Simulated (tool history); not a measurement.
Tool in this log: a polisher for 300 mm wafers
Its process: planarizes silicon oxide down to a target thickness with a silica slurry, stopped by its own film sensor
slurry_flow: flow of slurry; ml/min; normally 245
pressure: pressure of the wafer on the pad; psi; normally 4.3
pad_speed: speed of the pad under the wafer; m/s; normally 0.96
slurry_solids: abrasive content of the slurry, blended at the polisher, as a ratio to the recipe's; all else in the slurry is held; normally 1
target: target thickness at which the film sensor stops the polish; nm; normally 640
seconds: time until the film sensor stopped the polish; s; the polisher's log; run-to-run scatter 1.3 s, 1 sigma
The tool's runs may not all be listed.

run    hour  slurry_flow  pressure  pad_speed  slurry_solids  target  wafers since the last listed run  wafers polished on this pad  hours since the slurry nozzle was cleaned  hours since the head pressure was calibrated  hours since the slurry blender was calibrated  hours since the conditioning disc was replaced  incoming thickness of the incoming film, nm  seconds
  1       0          245       4.3       0.96              1     640                                 0                          894                                      505.7                                         507.5                                          168.4                                             168                                        861.9       81
  2    66.2          245       4.3       0.96              1     640                               554                         1448                                      571.9                                         573.7                                          234.6                                           234.2                                        858.4     80.5
  3   103.3          245       4.3       0.96              1     640                               310                         1759                                        609                                         610.8                                          271.7                                           271.3                                        864.7     84.9
      181.9  -- worn pad replaced by a new one
  4   199.6          245       4.3       0.96              1     640                               773                          148                                      705.3                                         707.1                                            368                                           367.6                                        874.9       88
      233.1  -- slurry blender recalibrated
  5   237.9          245       4.3       0.96              1     640                               304                          452                                      743.6                                         745.4                                            4.8                                           405.9                                        882.9     88.7
        263  -- slurry nozzle cleaned
      300.6  -- conditioning disc replaced and pad reconditioned
  6   327.5          245       4.3       0.96              1     640                               725                         1177                                       64.5                                           835                                           94.4                                            26.9                                        868.8     85.3
  7   389.2          245       4.3       0.96              1     640                               516                         1694                                      126.2                                         896.7                                          156.1                                            88.6                                        870.9     85.2
  8   461.7          225       4.3       0.96              1     640                               607                         2301                                      198.7                                         969.2                                          228.6                                           161.1                                        884.9     91.9
      504.7  -- worn pad replaced by a new one
  9   532.4          245       4.3       0.96              1     640                               558                          232                                      269.4                                        1039.9                                          299.3                                           231.8                                        871.4     85.3
      562.7  -- slurry blender recalibrated
      570.4  -- head pressure recalibrated
 10   630.6          270       4.3       0.96            1.3     640                               788                         1020                                      367.6                                          60.2                                           67.9                                             330                                        857.6       67
      777.7  -- conditioning disc replaced and pad reconditioned
      806.4  -- worn pad replaced by a new one
 11   927.3          245       3.4       0.84           0.85     616                              2434                         1012                                      664.3                                         356.9                                          364.6                                           149.6                                        881.5    138.8
      951.9  -- slurry blender recalibrated
 12   968.3          245       4.3       1.06            0.8     640                               326                         1339                                      705.3                                         397.9                                           16.4                                           190.6                                        873.2     88.9
     1002.3  -- slurry nozzle cleaned
 13  1022.9          245       4.3       0.96              1     640                               448                         1788                                       20.6                                         452.5                                             71                                           245.2                                        867.7     82.8
 14  1086.5          245       3.4        0.7           1.15     640                               532                         2321                                       84.2                                         516.1                                          134.6                                           308.8                                        881.2    122.7
     1116.4  -- worn pad replaced by a new one
 15  1127.1          245       4.3       0.72              1     640                               306                           89                                      124.8                                         556.7                                          175.2                                           349.4                                        858.3     97.1
       1270  -- slurry blender recalibrated
     1291.3  -- conditioning disc replaced and pad reconditioned
     1415.8  -- worn pad replaced by a new one
 16  1430.5          245       4.3       0.96              1     640                              2474                          122                                      428.2                                         860.1                                          160.5                                           139.2                                        863.4       86

Predict each of these 5 candidate next runs independently; none follows another, all start after run 16:
  A  1430.9          245       4.3       0.86              1     640                                 3                          126                                      428.6                                         860.5                                          160.9                                           139.6                                        865.9        ?
  B  1430.9          245       5.8       0.96           1.25     618                                 3                          126                                      428.6                                         860.5                                          160.9                                           139.6                                        865.9        ?
  C  1430.9          245       4.3       0.96           1.25     640                                 3                          126                                      428.6                                         860.5                                          160.9                                           139.6                                        865.9        ?
  D  1430.9          245       3.5       0.96              1     640                                 3                          126                                      428.6                                         860.5                                          160.9                                           139.6                                        865.9        ?
  E  1430.9          245       4.3       0.96            0.8     640                                 3                          126                                      428.6                                         860.5                                          160.9                                           139.6                                        865.9        ?

run  seconds
  A     92.9
  B       68
  C     79.1
  D    101.1
  E     94.6
Without the tool's hidden state the same runs would have given:
run  seconds
  A     82.9
  B     60.7
  C     70.6
  D     90.2
  E     84.4
